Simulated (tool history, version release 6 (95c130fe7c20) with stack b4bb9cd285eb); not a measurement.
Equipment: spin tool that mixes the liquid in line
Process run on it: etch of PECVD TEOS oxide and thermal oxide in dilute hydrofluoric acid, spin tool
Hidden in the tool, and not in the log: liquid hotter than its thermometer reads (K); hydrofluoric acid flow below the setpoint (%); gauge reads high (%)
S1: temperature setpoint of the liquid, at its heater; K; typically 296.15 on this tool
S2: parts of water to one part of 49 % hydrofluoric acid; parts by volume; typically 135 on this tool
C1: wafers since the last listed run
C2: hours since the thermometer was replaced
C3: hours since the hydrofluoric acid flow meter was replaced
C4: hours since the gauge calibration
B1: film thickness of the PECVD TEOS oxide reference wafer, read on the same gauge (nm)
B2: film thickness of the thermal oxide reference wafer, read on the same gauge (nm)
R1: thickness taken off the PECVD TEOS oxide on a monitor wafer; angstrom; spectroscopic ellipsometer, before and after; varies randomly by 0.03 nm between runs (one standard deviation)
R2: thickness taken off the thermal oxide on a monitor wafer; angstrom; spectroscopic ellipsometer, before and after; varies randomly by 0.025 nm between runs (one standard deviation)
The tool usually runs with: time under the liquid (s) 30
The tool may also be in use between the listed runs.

run 1 hour=0.0 | S1=296.15 S2=135 time_under_the_liquid_(s)=30 | C1=0 C2=1885.9 C3=1458.5 C4=165.4 | B1=99.99 B2=120.003 | R1=54.2 R2=7.97
run 2 hour=17.2 | S1=296.15 S2=135 time_under_the_liquid_(s)=30 | C1=219 C2=1903.1 C3=1475.7 C4=182.6 | B1=100.00 B2=119.988 | R1=54.2 R2=7.70
run 3 hour=27.7 | S1=296.15 S2=135 time_under_the_liquid_(s)=30 | C1=133 C2=1913.6 C3=1486.2 C4=193.1 | B1=100.02 B2=119.997 | R1=54.1 R2=7.82
run 4 hour=43.9 | S1=296.15 S2=135 time_under_the_liquid_(s)=30 | C1=206 C2=1929.8 C3=1502.4 C4=209.3 | B1=100.00 B2=119.992 | R1=54.4 R2=7.75
run 5 hour=57.9 | S1=296.15 S2=135 time_under_the_liquid_(s)=30 | C1=178 C2=1943.8 C3=1516.4 C4=223.3 | B1=100.02 B2=120.000 | R1=54.3 R2=8.45
run 6 hour=70.3 | S1=296.15 S2=135 time_under_the_liquid_(s)=30 | C1=158 C2=1956.2 C3=1528.8 C4=235.7 | B1=100.00 B2=119.989 | R1=53.6 R2=7.93
run 7 hour=79.6 | S1=296.15 S2=135 time_under_the_liquid_(s)=30 | C1=118 C2=1965.5 C3=1538.1 C4=245.0 | B1=100.03 B2=119.996 | R1=54.0 R2=7.83
run 8 hour=94.3 | S1=296.15 S2=135 time_under_the_liquid_(s)=35 | C1=187 C2=1980.2 C3=1552.8 C4=259.7 | B1=100.01 B2=119.999 | R1=62.4 R2=9.58
-- hour=95.2 gauge calibrated
run 9 hour=110.1 | S1=296.15 S2=135 time_under_the_liquid_(s)=30 | C1=201 C2=1996.0 C3=1568.6 C4=14.9 | B1=100.00 B2=119.999 | R1=53.9 R2=7.42
run 10 hour=119.8 | S1=296.15 S2=135 time_under_the_liquid_(s)=30 | C1=123 C2=2005.7 C3=1578.3 C4=24.6 | B1=99.98 B2=119.973 | R1=53.9 R2=7.71
run 11 hour=167.1 | S1=296.15 S2=135 time_under_the_liquid_(s)=30 | C1=602 C2=2053.0 C3=1625.6 C4=71.9 | B1=99.98 B2=119.991 | R1=53.7 R2=8.30
run 12 hour=180.5 | S1=296.15 S2=135 time_under_the_liquid_(s)=30 | C1=170 C2=2066.4 C3=1639.0 C4=85.3 | B1=100.02 B2=119.983 | R1=53.7 R2=7.87
-- hour=190.3 hydrofluoric acid flow meter replaced
run 13 hour=195.6 | S1=291.15 S2=135 time_under_the_liquid_(s)=25 | C1=179 C2=2081.5 C3=5.3 C4=100.4 | B1=100.00 B2=120.009 | R1=41.1 R2=6.15
-- hour=210.3 thermometer replaced
run 14 hour=211.8 | S1=296.15 S2=135 time_under_the_liquid_(s)=30 | C1=193 C2=1.5 C3=21.5 C4=116.6 | B1=100.00 B2=120.007 | R1=59.9 R2=8.75
run 15 hour=220.2 | S1=293.65 S2=190 time_under_the_liquid_(s)=45 | C1=107 C2=9.9 C3=29.9 C4=125.0 | B1=99.99 B2=119.971 | R1=54.6 R2=7.94
run 16 hour=236.5 | S1=300.65 S2=200 time_under_the_liquid_(s)=15 | C1=207 C2=26.2 C3=46.2 C4=141.3 | B1=100.02 B2=119.995 | R1=22.2 R2=3.35
run 17 hour=247.1 | S1=298.65 S2=165 time_under_the_liquid_(s)=15 | C1=135 C2=36.8 C3=56.8 C4=151.9 | B1=99.97 B2=120.010 | R1=26.0 R2=3.83
run 18 hour=253.9 | S1=296.15 S2=135 time_under_the_liquid_(s)=30 | C1=86 C2=43.6 C3=63.6 C4=158.7 | B1=99.97 B2=119.990 | R1=60.0 R2=8.47
run 19 hour=260.9 | S1=300.65 S2=175 time_under_the_liquid_(s)=15 | C1=89 C2=50.6 C3=70.6 C4=165.7 | B1=100.00 B2=120.013 | R1=26.1 R2=3.81
run 20 hour=268.9 | S1=296.15 S2=80 time_under_the_liquid_(s)=15 | C1=101 C2=58.6 C3=78.6 C4=173.7 | B1=100.00 B2=120.000 | R1=53.9 R2=8.32

Consider 3 possible next runs. They are alternatives, not a sequence: every one starts from the tool as it was left by run 20. What does each give?
run A hour=269.3 | S1=296.15 S2=135 time_under_the_liquid_(s)=30 | C1=5 C2=59.0 C3=79.0 C4=174.1 | B1=? B2=? | R1=? R2=?
run B hour=269.3 | S1=298.65 S2=80 time_under_the_liquid_(s)=15 | C1=5 C2=59.0 C3=79.0 C4=174.1 | B1=? B2=? | R1=? R2=?
run C hour=269.3 | S1=294.65 S2=205 time_under_the_liquid_(s)=20 | C1=5 C2=59.0 C3=79.0 C4=174.1 | B1=? B2=? | R1=? R2=?

run=A B1=100.00 B2=119.987 R1=59.7 R2=8.98
run=B B1=100.00 B2=119.987 R1=59.6 R2=8.96
run=C B1=100.00 B2=119.987 R1=22.9 R2=3.45
Without the tool's hidden state the same runs would have given:
run=A R1=62.2 R2=9.36
run=B R1=61.9 R2=9.32
run=C R1=23.9 R2=3.60

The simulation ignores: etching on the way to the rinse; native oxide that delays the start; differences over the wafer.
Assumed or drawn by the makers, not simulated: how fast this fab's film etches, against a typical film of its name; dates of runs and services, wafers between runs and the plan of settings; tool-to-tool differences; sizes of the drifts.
